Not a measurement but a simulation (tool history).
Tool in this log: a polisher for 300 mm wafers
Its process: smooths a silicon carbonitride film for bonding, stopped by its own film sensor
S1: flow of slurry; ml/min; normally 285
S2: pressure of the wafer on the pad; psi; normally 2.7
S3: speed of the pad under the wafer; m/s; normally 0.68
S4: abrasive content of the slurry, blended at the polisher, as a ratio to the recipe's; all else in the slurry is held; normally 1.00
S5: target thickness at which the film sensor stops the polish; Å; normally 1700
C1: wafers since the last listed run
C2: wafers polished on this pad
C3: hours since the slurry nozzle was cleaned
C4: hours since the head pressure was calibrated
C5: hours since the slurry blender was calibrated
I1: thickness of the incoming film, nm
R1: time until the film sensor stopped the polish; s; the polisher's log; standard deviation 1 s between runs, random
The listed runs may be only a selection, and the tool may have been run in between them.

| run | hour | S1 | S2 | S3 | S4 | S5 | C1 | C2 | C3 | C4 | C5 | I1 | R1 |
|---|---|---|---|---|---|---|---|---|---|---|---|---|---|
| 1 | 0.0 | 285 | 2.7 | 0.68 | 1.00 | 1700 | 0 | 6565 | 185.8 | 606.6 | 284.2 | 189.8 | 101.3 |
|  | 29.3 | head pressure recalibrated |
| 2 | 71.5 | 285 | 2.7 | 0.68 | 1.00 | 1700 | 755 | 7321 | 257.3 | 42.2 | 355.7 | 190.1 | 102.8 |
|  | 108.2 | worn pad replaced by a new one |
| 3 | 134.6 | 285 | 2.7 | 0.68 | 1.15 | 1700 | 642 | 286 | 320.4 | 105.3 | 418.8 | 189.2 | 83.8 |
| 4 | 223.3 | 285 | 2.7 | 0.68 | 1.15 | 1700 | 964 | 1251 | 409.1 | 194.0 | 507.5 | 190.5 | 89.1 |
| 5 | 270.7 | 285 | 2.7 | 0.68 | 1.15 | 1700 | 515 | 1766 | 456.5 | 241.4 | 554.9 | 189.3 | 86.3 |
|  | 332.9 | slurry blender recalibrated |
| 6 | 367.3 | 285 | 2.7 | 0.68 | 1.00 | 1700 | 1028 | 2795 | 553.1 | 338.0 | 34.4 | 192.5 | 105.5 |
| 7 | 403.8 | 285 | 2.7 | 0.68 | 1.00 | 1670 | 396 | 3192 | 589.6 | 374.5 | 70.9 | 190.5 | 110.4 |
| 8 | 446.3 | 285 | 2.0 | 0.56 | 1.00 | 1700 | 462 | 3654 | 632.1 | 417.0 | 113.4 | 190.8 | 152.8 |
| 9 | 527.2 | 225 | 2.3 | 0.68 | 0.75 | 1750 | 879 | 4534 | 713.0 | 497.9 | 194.3 | 192.0 | 113.1 |
|  | 568.4 | slurry nozzle cleaned |
| 10 | 604.5 | 360 | 2.7 | 0.68 | 1.00 | 1700 | 829 | 5364 | 36.1 | 575.2 | 271.6 | 188.9 | 94.0 |
|  | 650.8 | head pressure recalibrated |
| 11 | 696.5 | 380 | 2.3 | 0.90 | 0.85 | 1700 | 978 | 6343 | 128.1 | 45.7 | 363.6 | 191.4 | 112.1 |
| 12 | 774.0 | 225 | 3.2 | 0.68 | 1.30 | 1700 | 842 | 7185 | 205.6 | 123.2 | 441.1 | 190.5 | 81.2 |
| 13 | 839.4 | 285 | 2.3 | 0.62 | 0.70 | 1630 | 711 | 7897 | 271.0 | 188.6 | 506.5 | 190.4 | 209.9 |
| 14 | 880.7 | 285 | 2.7 | 0.68 | 1.00 | 1640 | 449 | 8346 | 312.3 | 229.9 | 547.8 | 191.1 | 142.8 |
|  | 888.6 | worn pad replaced by a new one |
| 15 | 980.2 | 285 | 2.7 | 0.76 | 1.00 | 1700 | 1038 | 996 | 411.8 | 329.4 | 647.3 | 190.1 | 90.2 |
|  | 1042.5 | slurry blender recalibrated |
| 16 | 1073.4 | 285 | 2.7 | 0.68 | 1.05 | 1700 | 991 | 1987 | 505.0 | 422.6 | 30.9 | 189.0 | 89.8 |
| 17 | 1145.9 | 370 | 2.7 | 0.68 | 1.00 | 1700 | 788 | 2776 | 577.5 | 495.1 | 103.4 | 190.9 | 100.3 |
| 18 | 1237.4 | 225 | 2.2 | 0.68 | 1.00 | 1700 | 995 | 3771 | 669.0 | 586.6 | 194.9 | 186.8 | 103.3 |
|  | 1260.6 | slurry nozzle cleaned |
| 19 | 1338.1 | 285 | 3.5 | 0.68 | 1.00 | 1700 | 1084 | 4855 | 77.5 | 687.3 | 295.6 | 187.0 | 67.0 |
| 20 | 1378.0 | 215 | 2.7 | 0.78 | 0.90 | 1700 | 433 | 5289 | 117.4 | 727.2 | 335.5 | 189.9 | 98.4 |

Predict the results of run 21:
|  | 1419.5 | head pressure recalibrated |
| 21 | 1482.7 | 205 | 2.4 | 0.68 | 1.25 | 1680 | 1116 | 6406 | 222.1 | 63.2 | 440.2 | 188.3 | ? |

{"run 21": {"R1": 111.5}}
Minus the tool's unlogged condition, the same run would have read R1 97.3 s.
